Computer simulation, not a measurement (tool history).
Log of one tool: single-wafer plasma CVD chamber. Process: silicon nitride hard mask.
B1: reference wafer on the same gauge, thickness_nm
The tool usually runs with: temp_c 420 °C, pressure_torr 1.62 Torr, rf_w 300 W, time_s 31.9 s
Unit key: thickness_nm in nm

{"run": 1, "hour": 0.0, "temp_c": 420, "pressure_torr": 1.62, "rf_w": 260, "time_s": 31.9, "B1": 44.293, "thickness_nm": 32.015}
{"run": 2, "hour": 17.8, "temp_c": 420, "pressure_torr": 1.62, "rf_w": 260, "time_s": 31.9, "B1": 44.316, "thickness_nm": 32.096}
{"hour": 37.2, "done": "thermocouple changed; heater temperature recalibrated"}
{"run": 3, "hour": 48.0, "temp_c": 420, "pressure_torr": 1.62, "rf_w": 260, "time_s": 31.9, "B1": 44.275, "thickness_nm": 32.007}
{"run": 4, "hour": 78.2, "temp_c": 420, "pressure_torr": 1.62, "rf_w": 300, "time_s": 27.5, "B1": 44.269, "thickness_nm": 30.094}
{"run": 5, "hour": 106.6, "temp_c": 420, "pressure_torr": 1.62, "rf_w": 300, "time_s": 28.6, "B1": 44.296, "thickness_nm": 31.231}
{"hour": 144.0, "done": "capacitance manometer re-zeroed and calibrated"}
{"run": 6, "hour": 144.5, "temp_c": 420, "pressure_torr": 1.62, "rf_w": 300, "time_s": 31.9, "B1": 44.316, "thickness_nm": 36.161}
{"run": 7, "hour": 170.7, "temp_c": 432, "pressure_torr": 1.99, "rf_w": 300, "time_s": 31.9, "B1": 44.325, "thickness_nm": 38.587}
{"run": 8, "hour": 196.1, "temp_c": 420, "pressure_torr": 1.62, "rf_w": 345, "time_s": 31.9, "B1": 44.313, "thickness_nm": 38.837}
{"run": 9, "hour": 222.9, "temp_c": 420, "pressure_torr": 1.4, "rf_w": 300, "time_s": 31.9, "B1": 44.297, "thickness_nm": 33.731}
{"hour": 236.6, "done": "RF generator calibrated"}
{"run": 10, "hour": 237.1, "temp_c": 410, "pressure_torr": 1.62, "rf_w": 300, "time_s": 35.1, "B1": 44.307, "thickness_nm": 40.625}
{"run": 11, "hour": 268.9, "temp_c": 420, "pressure_torr": 1.62, "rf_w": 300, "time_s": 31.9, "B1": 44.327, "thickness_nm": 36.846}
{"hour": 288.4, "done": "gauge calibrated"}
{"run": 12, "hour": 302.0, "temp_c": 420, "pressure_torr": 1.62, "rf_w": 300, "time_s": 31.9, "B1": 44.278, "thickness_nm": 36.892}
{"run": 13, "hour": 330.5, "temp_c": 420, "pressure_torr": 1.87, "rf_w": 325, "time_s": 37.1, "B1": 44.316, "thickness_nm": 47.186}
{"run": 14, "hour": 357.5, "temp_c": 430, "pressure_torr": 1.35, "rf_w": 360, "time_s": 31.9, "B1": 44.305, "thickness_nm": 37.441}
{"run": 15, "hour": 379.9, "temp_c": 420, "pressure_torr": 1.93, "rf_w": 300, "time_s": 31.9, "B1": 44.291, "thickness_nm": 39.176}
{"run": 16, "hour": 404.5, "temp_c": 408, "pressure_torr": 1.62, "rf_w": 300, "time_s": 31.9, "B1": 44.292, "thickness_nm": 36.879}
{"hour": 420.2, "done": "showerhead replaced"}
{"run": 17, "hour": 423.1, "temp_c": 429, "pressure_torr": 1.62, "rf_w": 360, "time_s": 31.9, "B1": 44.273, "thickness_nm": 40.435}
{"run": 18, "hour": 466.8, "temp_c": 420, "pressure_torr": 1.87, "rf_w": 325, "time_s": 37.1, "B1": 44.301, "thickness_nm": 47.036}
{"run": 19, "hour": 481.0, "temp_c": 410, "pressure_torr": 1.88, "rf_w": 245, "time_s": 27, "B1": 44.291, "thickness_nm": 29.078}
{"run": 20, "hour": 504.6, "temp_c": 431, "pressure_torr": 1.86, "rf_w": 255, "time_s": 31.9, "B1": 44.302, "thickness_nm": 34.772}
{"run": 21, "hour": 517.5, "temp_c": 429, "pressure_torr": 1.62, "rf_w": 300, "time_s": 31.9, "B1": 44.338, "thickness_nm": 36.447}
{"run": 22, "hour": 547.5, "temp_c": 420, "pressure_torr": 1.62, "rf_w": 300, "time_s": 36, "B1": 44.298, "thickness_nm": 40.986}
{"run": 23, "hour": 564.7, "temp_c": 427, "pressure_torr": 1.81, "rf_w": 300, "time_s": 31.9, "B1": 44.283, "thickness_nm": 37.955}
{"run": 24, "hour": 589.3, "temp_c": 431, "pressure_torr": 1.81, "rf_w": 275, "time_s": 35.3, "B1": 44.335, "thickness_nm": 39.775}
{"run": 25, "hour": 624.8, "temp_c": 431, "pressure_torr": 1.62, "rf_w": 300, "time_s": 31.9, "B1": 44.3, "thickness_nm": 36.133}
{"run": 26, "hour": 648.2, "temp_c": 420, "pressure_torr": 1.62, "rf_w": 300, "time_s": 29.2, "B1": 44.301, "thickness_nm": 33.333}
{"run": 27, "hour": 671.7, "temp_c": 420, "pressure_torr": 1.62, "rf_w": 255, "time_s": 31.9, "B1": 44.315, "thickness_nm": 32.973}
{"run": 28, "hour": 698.5, "temp_c": 420, "pressure_torr": 1.62, "rf_w": 300, "time_s": 31.9, "B1": 44.299, "thickness_nm": 36.245}
{"run": 29, "hour": 721.3, "temp_c": 420, "pressure_torr": 1.62, "rf_w": 300, "time_s": 34.8, "B1": 44.292, "thickness_nm": 39.526}

3 ways to go on from here, each from the tool as it stands after run 29. What would each give?
{"run": "A", "hour": 721.7, "temp_c": 420, "pressure_torr": 1.62, "rf_w": 300, "time_s": 31.9, "B1": "?", "thickness_nm": "?"}
{"run": "B", "hour": 721.7, "temp_c": 420, "pressure_torr": 1.46, "rf_w": 285, "time_s": 31.9, "B1": "?", "thickness_nm": "?"}
{"run": "C", "hour": 721.7, "temp_c": 431, "pressure_torr": 1.48, "rf_w": 340, "time_s": 34.3, "B1": "?", "thickness_nm": "?"}

run=A B1=44.293 thickness_nm=36.357
run=B B1=44.293 thickness_nm=33.756
run=C B1=44.293 thickness_nm=40.328
Without the tool's hidden state the same runs would have given:
run=A thickness_nm=37.234
run=B thickness_nm=34.605
run=C thickness_nm=41.316

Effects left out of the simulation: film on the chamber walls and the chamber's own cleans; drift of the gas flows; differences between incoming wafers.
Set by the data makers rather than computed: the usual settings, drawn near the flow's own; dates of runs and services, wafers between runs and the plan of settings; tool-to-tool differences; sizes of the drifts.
